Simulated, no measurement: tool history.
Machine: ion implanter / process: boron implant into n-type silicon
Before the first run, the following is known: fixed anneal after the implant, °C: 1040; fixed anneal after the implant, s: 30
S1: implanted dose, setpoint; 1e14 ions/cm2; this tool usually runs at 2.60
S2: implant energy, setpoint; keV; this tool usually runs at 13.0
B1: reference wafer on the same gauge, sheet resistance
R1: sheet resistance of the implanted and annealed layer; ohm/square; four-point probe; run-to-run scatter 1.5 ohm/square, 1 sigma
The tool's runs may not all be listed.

Run 1, hour 0.0: usual settings but S1 2.33 1e14 ions/cm2; B1 413.79. Result: R1 378.98 ohm/square.
Run 2, hour 7.4: usual settings but S1 2.33 1e14 ions/cm2; B1 414.42. Result: R1 377.59 ohm/square.
Run 3, hour 17.3: usual settings; B1 413.40. Result: R1 346.35 ohm/square.
Run 4, hour 27.3: usual settings; B1 413.53. Result: R1 344.29 ohm/square.
Run 5, hour 43.0: usual settings; B1 413.91. Result: R1 345.87 ohm/square.
Run 6, hour 59.1: usual settings; B1 414.06. Result: R1 344.30 ohm/square.
At hour 100.6: Faraday cup replaced and dose calibrated.
Run 7, hour 105.3: usual settings; B1 413.95. Result: R1 345.43 ohm/square.
Run 8, hour 121.5: usual settings; B1 414.23. Result: R1 341.73 ohm/square.
Run 9, hour 137.2: usual settings but S1 2.28 1e14 ions/cm2; B1 413.62. Result: R1 382.77 ohm/square.
At hour 140.2: gauge calibrated.
At hour 152.0: extraction supply calibrated.
Run 10, hour 153.9: usual settings; B1 413.79. Result: R1 345.40 ohm/square.
Run 11, hour 170.3: usual settings but S1 3.03 1e14 ions/cm2, S2 14.5 keV; B1 414.31. Result: R1 301.26 ohm/square.
Run 12, hour 183.0: usual settings; B1 413.83. Result: R1 342.77 ohm/square.
Run 13, hour 192.4: usual settings but S1 3.11 1e14 ions/cm2, S2 10.5 keV; B1 414.01. Result: R1 303.78 ohm/square.
Run 14, hour 200.6: usual settings but S1 1.87 1e14 ions/cm2, S2 17.0 keV; B1 414.06. Result: R1 440.44 ohm/square.
Run 15, hour 207.7: usual settings but S1 2.23 1e14 ions/cm2, S2 9.5 keV; B1 413.81. Result: R1 403.65 ohm/square.
Run 16, hour 220.4: usual settings but S1 2.15 1e14 ions/cm2, S2 17.0 keV; B1 413.82. Result: R1 391.24 ohm/square.
Run 17, hour 232.4: usual settings but S1 2.05 1e14 ions/cm2, S2 11.5 keV; B1 414.24. Result: R1 427.09 ohm/square.

Here are 4 independent what-if runs from the current tool condition. What would each one return?
Run A, hour 232.8: usual settings but S2 16.0 keV; B1 ?. Result: R1 ?.
Run B, hour 232.8: usual settings but S1 2.10 1e14 ions/cm2, S2 17.0 keV; B1 ?. Result: R1 ?.
Run C, hour 232.8: usual settings but S1 1.95 1e14 ions/cm2, S2 12.0 keV; B1 ?. Result: R1 ?.
Run D, hour 232.8: usual settings but S1 3.19 1e14 ions/cm2; B1 ?. Result: R1 ?.

run      B1      R1
  A  414.18  339.62
  B  414.18  402.71
  C  414.18  446.96
  D  414.18  293.65
Stripped of hidden state, with their random variation kept, the same runs would have yielded:
run      R1
  A  339.62
  B  402.71
  C  446.96
  D  293.65
